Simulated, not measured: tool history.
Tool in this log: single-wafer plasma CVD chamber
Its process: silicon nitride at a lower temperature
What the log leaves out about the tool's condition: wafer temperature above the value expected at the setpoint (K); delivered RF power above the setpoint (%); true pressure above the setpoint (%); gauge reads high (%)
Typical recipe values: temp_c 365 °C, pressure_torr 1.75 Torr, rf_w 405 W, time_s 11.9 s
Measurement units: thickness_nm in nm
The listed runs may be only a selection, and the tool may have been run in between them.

run   hour  temp_c  pressure_torr  rf_w  time_s  wafers since the last listed run  hours since the last thermocouple change  hours since the last RF generator calibration  hours since the last manometer calibration  hours since the showerhead was replaced  hours since the gauge calibration  read-back reference wafer on the same gauge, thickness_nm  thickness_nm
  1      0     365           1.75   405    11.9                                 0                                    1301.6                                            783                                      2988.4                                   4096.4                              265.3                                                     15.705        17.134
  2    9.1     365           1.75   405    11.9                               168                                    1310.7                                          792.1                                      2997.5                                   4105.5                              274.4                                                     15.707        17.194
      26.3  -- capacitance manometer re-zeroed and calibrated
  3   26.8     365           1.75   405    11.9                               179                                    1328.4                                          809.8                                         0.5                                   4123.2                              292.1                                                     15.695        17.123
  4   34.9     365           1.75   405    11.9                               150                                    1336.5                                          817.9                                         8.6                                   4131.3                              300.2                                                     15.691        17.041
  5   52.5     365           1.75   405    11.9                               326                                    1354.1                                          835.5                                        26.2                                   4148.9                              317.8                                                     15.701        17.156
      61.7  -- RF generator calibrated
      75.4  -- thermocouple changed; heater temperature recalibrated
  6   75.9     365           1.75   465    11.9                               137                                       0.5                                           14.2                                        49.6                                   4172.3                              341.2                                                      15.72        19.154
  7   78.1     365           1.75   465    11.9                                40                                       2.7                                           16.4                                        51.8                                   4174.5                              343.4                                                     15.694        18.967
      86.8  -- showerhead replaced, of another model than before
  8     94     365           1.75   405    11.9                               146                                      18.6                                           32.3                                        67.7                                      7.2                              359.3                                                     15.703        17.396
  9  108.7     365           1.75   340    11.9                               272                                      33.3                                             47                                        82.4                                     21.9                                374                                                     15.705        14.234
 10  122.4     365           1.75   485    11.9                               253                                        47                                           60.7                                        96.1                                     35.6                              387.7                                                     15.699        20.496
 11  133.3     365           2.16   360    11.9                               201                                      57.9                                           71.6                                         107                                     46.5                              398.6                                                     15.696        15.653
 12    145     365           1.75   405    10.4                               216                                      69.6                                           83.3                                       118.7                                     58.2                              410.3                                                     15.696         15.14
 13  156.7     378           1.34   445    13.7                               216                                      81.3                                             95                                       130.4                                     69.9                                422                                                     15.704        20.775
 14  164.4     365           1.75   405    11.9                               142                                        89                                          102.7                                       138.1                                     77.6                              429.7                                                     15.703        17.212
     173.4  -- gauge calibrated
 15  201.1     365           1.62   345    11.9                               680                                     125.7                                          139.4                                       174.8                                    114.3                               27.7                                                      15.71        14.268
 16  212.4     359           1.75   405    11.9                               209                                       137                                          150.7                                       186.1                                    125.6                                 39                                                     15.711        17.252
 17  225.7     355           1.49   330    12.6                               246                                     150.3                                            164                                       199.4                                    138.9                               52.3                                                     15.697        14.119
 18  239.8     378           1.34   445    13.7                               261                                     164.4                                          178.1                                       213.5                                      153                               66.4                                                     15.711        20.682
 19  255.3     369           1.75   405    11.9                               287                                     179.9                                          193.6                                         229                                    168.5                               81.9                                                     15.701        17.041
 20  281.6     365           1.35   405    11.9                               487                                     206.2                                          219.9                                       255.3                                    194.8                              108.2                                                     15.693        16.551
 21  288.2     365           1.75   405    11.9                               122                                     212.8                                          226.5                                       261.9                                    201.4                              114.8                                                     15.684        17.011
 22  296.3     365           1.75   405    11.9                               150                                     220.9                                          234.6                                         270                                    209.5                              122.9                                                      15.71        17.126
 23  303.6     374           1.64   340    13.1                               135                                     228.2                                          241.9                                       277.3                                    216.8                              130.2                                                       15.7        15.217
 24  310.5     379           1.75   405    12.7                               127                                     235.1                                          248.8                                       284.2                                    223.7                              137.1                                                     15.691        18.172
 25  325.6     365           1.75   405    11.9                               279                                     250.2                                          263.9                                       299.3                                    238.8                              152.2                                                     15.688        16.925
 26  338.6     376           1.75   370    11.9                               240                                     263.2                                          276.9                                       312.3                                    251.8                              165.2                                                     15.706        15.415
 27  346.5     378           1.75   465     9.8                               146                                     271.1                                          284.8                                       320.2                                    259.7                              173.1                                                     15.714        15.805
 28  354.3     376           1.48   405    11.9                               144                                     278.9                                          292.6                                         328                                    267.5                              180.9                                                      15.71        16.475
 29  368.1     365           1.75   405    11.9                               255                                     292.7                                          306.4                                       341.8                                    281.3                              194.7                                                     15.701        16.957

Results for each run, recomputed without the tool's hidden state and with each run's random variation untouched:
run  thickness_nm
  1        17.632
  2        17.694
  3        17.623
  4        17.539
  5        17.659
  6        19.281
  7        19.096
  8        17.618
  9        14.472
 10        20.796
 11        15.955
 12        15.424
 13        21.191
 14        17.571
 15        14.659
 16        17.693
 17        14.549
 18        21.255
 19        17.541
 20        17.071
 21        17.554
 22        17.682
 23        15.781
 24        18.781
 25        17.509
 26        15.985
 27        16.314
 28        17.073
 29        17.585

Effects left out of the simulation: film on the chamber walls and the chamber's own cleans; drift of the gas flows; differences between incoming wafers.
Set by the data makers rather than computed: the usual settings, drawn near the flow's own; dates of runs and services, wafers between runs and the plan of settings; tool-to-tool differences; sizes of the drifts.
